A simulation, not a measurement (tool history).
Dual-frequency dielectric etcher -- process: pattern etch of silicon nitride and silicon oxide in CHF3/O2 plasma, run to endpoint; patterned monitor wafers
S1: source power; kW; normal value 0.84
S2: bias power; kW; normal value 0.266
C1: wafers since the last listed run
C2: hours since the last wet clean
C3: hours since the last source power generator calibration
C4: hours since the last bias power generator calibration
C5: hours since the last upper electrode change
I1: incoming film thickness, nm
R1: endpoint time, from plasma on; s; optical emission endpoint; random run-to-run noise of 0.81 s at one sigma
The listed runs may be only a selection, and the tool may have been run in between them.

Run 1, hour 0: usual settings but S2 0.282 kW; C1 0; C2 225.2; C3 3626.3; C4 4532.9; C5 2639.4; I1 242.4. Result: R1 134.1 s.
Run 2, hour 29.6: usual settings but S2 0.282 kW; C1 211; C2 254.8; C3 3655.9; C4 4562.5; C5 2669; I1 240.5. Result: R1 134.2 s.
Run 3, hour 70.7: usual settings; C1 293; C2 295.9; C3 3697; C4 4603.6; C5 2710.1; I1 243.9. Result: R1 139.7 s.
Run 4, hour 109.5: usual settings; C1 277; C2 334.7; C3 3735.8; C4 4642.4; C5 2748.9; I1 239.3. Result: R1 137.5 s.
Run 5, hour 139.8: usual settings; C1 216; C2 365; C3 3766.1; C4 4672.7; C5 2779.2; I1 241.8. Result: R1 138.3 s.
Run 6, hour 184: usual settings; C1 316; C2 409.2; C3 3810.3; C4 4716.9; C5 2823.4; I1 240.9. Result: R1 138.8 s.
Run 7, hour 213.8: usual settings; C1 213; C2 439; C3 3840.1; C4 4746.7; C5 2853.2; I1 241.6. Result: R1 139.8 s.
Run 8, hour 259.3: usual settings; C1 325; C2 484.5; C3 3885.6; C4 4792.2; C5 2898.7; I1 241.3. Result: R1 141.3 s.
Run 9, hour 288.7: usual settings; C1 210; C2 513.9; C3 3915; C4 4821.6; C5 2928.1; I1 242.2. Result: R1 141.7 s.
At hour 322.9: wet clean of the chamber.
Run 10, hour 343.6: usual settings; C1 221; C2 20.7; C3 3969.9; C4 4876.5; C5 2983; I1 240.7. Result: R1 135.3 s.
Run 11, hour 384: usual settings; C1 288; C2 61.1; C3 4010.3; C4 4916.9; C5 3023.4; I1 243.6. Result: R1 139.1 s.
Run 12, hour 433.7: usual settings; C1 355; C2 110.8; C3 4060; C4 4966.6; C5 3073.1; I1 243. Result: R1 137.3 s.
At hour 459.3: source power generator calibrated.
Run 13, hour 466.6: usual settings; C1 206; C2 143.7; C3 7.3; C4 4999.5; C5 3106; I1 238.3. Result: R1 136.6 s.
Run 14, hour 523.1: usual settings; C1 404; C2 200.2; C3 63.8; C4 5056; C5 3162.5; I1 241.7. Result: R1 139.1 s.
Run 15, hour 592.4: usual settings but S1 0.78 kW; C1 495; C2 269.5; C3 133.1; C4 5125.3; C5 3231.8; I1 242.6. Result: R1 144.3 s.
Run 16, hour 659.9: usual settings but S1 0.78 kW; C1 482; C2 337; C3 200.6; C4 5192.8; C5 3299.3; I1 241. Result: R1 142.7 s.

What does the tool deliver on the next run?
Run 17, hour 710.8: usual settings but S1 0.72 kW, S2 0.287 kW; C1 364; C2 387.9; C3 251.5; C4 5243.7; C5 3350.2; I1 241.8. Result: R1 ?.

Run 17 gave R1 145.1 s.
On a tool with no hidden condition, and with the same random variation, this run would have come out at R1 140.1 s.
